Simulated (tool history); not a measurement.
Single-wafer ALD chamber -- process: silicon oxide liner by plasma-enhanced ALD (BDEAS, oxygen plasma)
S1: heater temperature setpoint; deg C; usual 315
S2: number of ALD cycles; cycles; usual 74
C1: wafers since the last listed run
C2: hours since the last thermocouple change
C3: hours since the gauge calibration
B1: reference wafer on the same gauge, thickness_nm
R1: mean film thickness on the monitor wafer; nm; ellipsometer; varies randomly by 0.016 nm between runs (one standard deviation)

Run 1, day 0: usual settings; C1 0; C2 2107.7; C3 487.3; B1 6.728. Result: R1 6.392 nm.
Run 2, day 4.35: usual settings but S1 323 deg C, S2 67 cycles; C1 407; C2 2212.1; C3 591.7; B1 6.746. Result: R1 5.738 nm.
At day 5.088: gauge calibrated.
Run 3, day 8.042: usual settings but S1 323 deg C, S2 67 cycles; C1 345; C2 2300.7; C3 70.9; B1 6.665. Result: R1 5.681 nm.
Run 4, day 10.383: usual settings; C1 219; C2 2356.9; C3 127.1; B1 6.683. Result: R1 6.355 nm.
Run 5, day 14.025: usual settings; C1 340; C2 2444.3; C3 214.5; B1 6.698. Result: R1 6.396 nm.
At day 15.479: thermocouple changed; heater temperature recalibrated.
Run 6, day 16.021: usual settings; C1 155; C2 13; C3 262.4; B1 6.704. Result: R1 6.392 nm.
Run 7, day 18.738: usual settings; C1 254; C2 78.2; C3 327.6; B1 6.721. Result: R1 6.385 nm.
Run 8, day 23.008: usual settings; C1 399; C2 180.7; C3 430.1; B1 6.736. Result: R1 6.401 nm.
Run 9, day 25.888: usual settings; C1 269; C2 249.8; C3 499.2; B1 6.752. Result: R1 6.466 nm.
Run 10, day 28.662: usual settings but S1 327 deg C, S2 82 cycles; C1 259; C2 316.4; C3 565.8; B1 6.763. Result: R1 7.051 nm.
At day 32.3: gauge calibrated.
Run 11, day 32.704: usual settings but S2 79 cycles; C1 378; C2 413.4; C3 9.7; B1 6.63. Result: R1 6.744 nm.
Run 12, day 35.588: usual settings but S1 319 deg C, S2 60 cycles; C1 269; C2 482.6; C3 78.9; B1 6.64. Result: R1 5.108 nm.
Run 13, day 38.879: usual settings; C1 308; C2 561.6; C3 157.9; B1 6.659. Result: R1 6.355 nm.
Run 14, day 41.642: usual settings but S1 301 deg C, S2 63 cycles; C1 258; C2 627.9; C3 224.2; B1 6.672. Result: R1 5.501 nm.
Run 15, day 43.533: usual settings but S1 304 deg C, S2 80 cycles; C1 177; C2 673.3; C3 269.6; B1 6.68. Result: R1 6.962 nm.
Run 16, day 46.404: usual settings but S2 66 cycles; C1 268; C2 742.2; C3 338.5; B1 6.689. Result: R1 5.684 nm.
Run 17, day 48.692: usual settings but S2 70 cycles; C1 214; C2 797.1; C3 393.4; B1 6.704. Result: R1 6.05 nm.

5 options for the next run, each taken on its own from the tool as it stands now. Forecast them:
Run A, day 48.712: usual settings but S1 301 deg C; C1 1; C2 797.6; C3 393.9; B1 ?. Result: R1 ?.
Run B, day 48.712: usual settings but S1 303 deg C, S2 63 cycles; C1 1; C2 797.6; C3 393.9; B1 ?. Result: R1 ?.
Run C, day 48.712: usual settings but S2 63 cycles; C1 1; C2 797.6; C3 393.9; B1 ?. Result: R1 ?.
Run D, day 48.712: usual settings but S1 310 deg C, S2 79 cycles; C1 1; C2 797.6; C3 393.9; B1 ?. Result: R1 ?.
Run E, day 48.712: usual settings but S1 308 deg C, S2 87 cycles; C1 1; C2 797.6; C3 393.9; B1 ?. Result: R1 ?.

run     B1     R1
  A  6.706  6.516
  B  6.706  5.534
  C  6.706  5.451
  D  6.706  6.879
  E  6.706  7.594
Had the tool no hidden state, the same runs would have come out as:
run     R1
  A  6.456
  B  5.482
  C    5.4
  D  6.814
  E  7.523
